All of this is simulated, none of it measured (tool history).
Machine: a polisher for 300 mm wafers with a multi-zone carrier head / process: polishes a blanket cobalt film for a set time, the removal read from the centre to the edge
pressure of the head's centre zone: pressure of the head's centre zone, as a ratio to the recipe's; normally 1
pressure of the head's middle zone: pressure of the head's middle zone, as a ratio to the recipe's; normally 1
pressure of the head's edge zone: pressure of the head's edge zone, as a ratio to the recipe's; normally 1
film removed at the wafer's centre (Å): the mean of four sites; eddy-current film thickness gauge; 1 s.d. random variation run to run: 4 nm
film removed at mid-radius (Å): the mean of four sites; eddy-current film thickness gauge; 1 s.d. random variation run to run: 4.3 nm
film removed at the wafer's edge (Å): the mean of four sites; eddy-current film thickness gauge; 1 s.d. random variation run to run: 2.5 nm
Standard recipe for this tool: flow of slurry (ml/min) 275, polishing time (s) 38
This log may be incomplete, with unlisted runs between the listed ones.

run   hour  flow of slurry (ml/min)  pressure of the head's centre zone  pressure of the head's middle zone  pressure of the head's edge zone  polishing time (s)  wafers since the last listed run  wafers polished on this pad  hours since the slurry nozzle was cleaned  hours since the centre zone pressure was calibrated  hours since the edge zone pressure was calibrated  hours since the carrier head's membrane was replaced  incoming thickness of the incoming film, nm  film removed at the wafer's centre (Å)  film removed at mid-radius (Å)  film removed at the wafer's edge (Å)
  1      0                      275                                   1                                   1                                 1                  38                                 0                           79                                      171.6                                                184.7                                               1199                                                1159.7                                       1135.3                                    3222                            2971                                  3083
  2   12.5                      275                                   1                                   1                                 1                  38                               200                          279                                      184.1                                                197.2                                             1211.5                                                1172.2                                       1110.5                                    3260                            3075                                  3076
  3   24.7                      275                                   1                                   1                                 1                  38                               195                          475                                      196.3                                                209.4                                             1223.7                                                1184.4                                       1127.2                                    3217                            3093                                  3075
  4   41.4                      275                                   1                                   1                                 1                  38                               267                          743                                        213                                                226.1                                             1240.4                                                1201.1                                       1124.6                                    3227                            2979                                  3113
      64.1  -- worn pad replaced by a new one
  5   70.4                      275                                   1                                   1                                 1                  38                               401                          100                                        242                                                255.1                                             1269.4                                                1230.1                                       1112.5                                    3234                            3041                                  3052
  6   91.2                      275                                   1                                   1                                 1                  38                               333                          434                                      262.8                                                275.9                                             1290.2                                                1250.9                                       1141.4                                    3143                            2984                                  3102
     101.5  -- edge zone pressure recalibrated
  7  124.8                      275                                   1                                   1                                 1                  38                               507                          941                                      296.4                                                309.5                                               23.3                                                1284.5                                         1134                                    3189                            3013                                  3052
       147  -- slurry nozzle cleaned
     147.5  -- worn pad replaced by a new one
  8  149.4                      300                                   1                                   1                              0.95                  34                               370                           29                                        2.4                                                334.1                                               47.9                                                1309.1                                       1132.2                                    3103                            2741                                  2810
  9  174.7                      205                                   1                                0.94                                 1                  42                               405                          435                                       27.7                                                359.4                                               73.2                                                1334.4                                       1136.5                                    3535                            3182                                  3474

Predict the results of run 10:
 10  206.8                      275                                   1                                   1                                 1                  38                               515                          950                                       59.8                                                391.5                                              105.3                                                1366.5                                       1116.6                                       ?                               ?                                     ?

{"run 10": {"film removed at the wafer's centre (Å)": 3283, "film removed at mid-radius (Å)": 3105, "film removed at the wafer's edge (Å)": 3142}}
On a tool with no hidden condition, and with the same random variation, this run would have come out at film removed at the wafer's centre (Å) 3148, film removed at mid-radius (Å) 3160, film removed at the wafer's edge (Å) 3183.
